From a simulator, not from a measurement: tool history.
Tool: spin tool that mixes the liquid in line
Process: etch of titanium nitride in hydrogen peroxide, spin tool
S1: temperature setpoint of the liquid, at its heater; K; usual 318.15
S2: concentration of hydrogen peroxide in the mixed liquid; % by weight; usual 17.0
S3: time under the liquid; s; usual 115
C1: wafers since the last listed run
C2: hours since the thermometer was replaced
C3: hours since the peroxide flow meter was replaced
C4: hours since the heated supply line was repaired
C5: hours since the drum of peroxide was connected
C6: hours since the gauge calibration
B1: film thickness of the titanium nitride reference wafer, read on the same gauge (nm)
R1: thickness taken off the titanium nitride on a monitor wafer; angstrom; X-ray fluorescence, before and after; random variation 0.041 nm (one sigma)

run     day      S1    S2   S3    C1      C2     C3      C4     C5      C6     B1     R1
  1   0.000  318.15  17.0   70     0  1837.4  236.2    38.0   11.5  2524.2  89.96   32.9
      0.217  -- thermometer replaced
  2   1.250  318.15  17.0   70   245    24.8  266.2    68.0   41.5  2554.2  90.02   34.9
      2.829  -- gauge calibrated
  3   4.212  318.15  17.0  115   600    95.9  337.3   139.1  112.6    33.2  89.99   57.8
  4   6.079  318.15  17.0  115   378   140.7  382.1   183.9  157.4    78.0  89.96   57.6
  5   8.600  318.15  17.0  115   511   201.2  442.6   244.4  217.9   138.5  90.00   57.3
  6  11.062  318.15  17.0  115   499   260.3  501.7   303.5  277.0   197.6  89.98   57.4
  7  12.708  318.15  13.5  115   333   299.8  541.2   343.0  316.5   237.1  89.95   53.9
  8  14.412  324.65  21.5  115   345   340.7  582.1   383.9  357.4   278.0  89.94   95.2
  9  16.079  324.65  12.0  165   337   380.7  622.1   423.9  397.4   318.0  89.99  121.4
 10  18.738  326.15  17.0  115   539   444.5  685.9   487.7  461.2   381.8  90.00  101.0
     25.379  -- peroxide flow meter replaced
 11  27.071  310.15  14.5  115  1681   644.5   40.6   687.7  661.2   581.8  90.03   29.2
 12  28.829  322.65  14.0  180   356   686.7   82.8   729.9  703.4   624.0  89.98  116.6
 13  32.725  318.15  17.0  115   789   780.2  176.3   823.4  796.9   717.5  90.00   54.9
     35.396  -- new drum of peroxide connected
 14  35.712  309.65  17.0  115   597   851.9  248.0   895.1    7.6   789.2  89.96   28.9
 15  38.483  318.15  17.0  115   561   918.4  314.5   961.6   74.1   855.7  90.03   56.0
 16  40.742  318.15  17.0  115   457   972.6  368.7  1015.8  128.3   909.9  89.98   55.4
 17  43.008  318.15  15.5   65   459  1027.0  423.1  1070.2  182.7   964.3  89.98   30.4
 18  45.454  321.15  21.5  170   495  1085.7  481.8  1128.9  241.4  1023.0  90.04  106.3
 19  48.388  309.65  17.0  185   594  1156.1  552.2  1199.3  311.8  1093.4  90.01   45.9
 20  50.700  318.15  14.5  115   468  1211.6  607.7  1254.8  367.3  1148.9  90.03   53.3
 21  53.175  318.15  14.0  180   501  1271.0  667.1  1314.2  426.7  1208.3  89.97   82.3
 22  55.692  309.65  17.0   65   510  1331.4  727.5  1374.6  487.1  1268.7  90.01   16.1
 23  56.771  309.65  17.0   65   218  1357.3  753.4  1400.5  513.0  1294.6  89.98   15.9
 24  58.004  318.15  13.5   75   250  1386.9  783.0  1430.1  542.6  1324.2  89.96   33.7
 25  59.704  318.15  17.0  115   344  1427.7  823.8  1470.9  583.4  1365.0  89.96   54.6
 26  62.617  318.15  17.0  140   590  1497.6  893.7  1540.8  653.3  1434.9  89.99   65.9

Forecast each of these 3 alternatives for the next run:
  A  62.633  318.15  14.0  115   3  1498.0  894.1  1541.2  653.7  1435.3   ?   ?
  B  62.633  314.15  17.0  135   3  1498.0  894.1  1541.2  653.7  1435.3   ?   ?
  C  62.633  312.15  15.0   80   3  1498.0  894.1  1541.2  653.7  1435.3   ?   ?

run     B1    R1
  A  90.03  51.9
  B  90.03  46.8
  C  90.03  23.2
Without the tool's hidden state the same runs would have given:
run    R1
  A  55.5
  B  50.2
  C  24.8
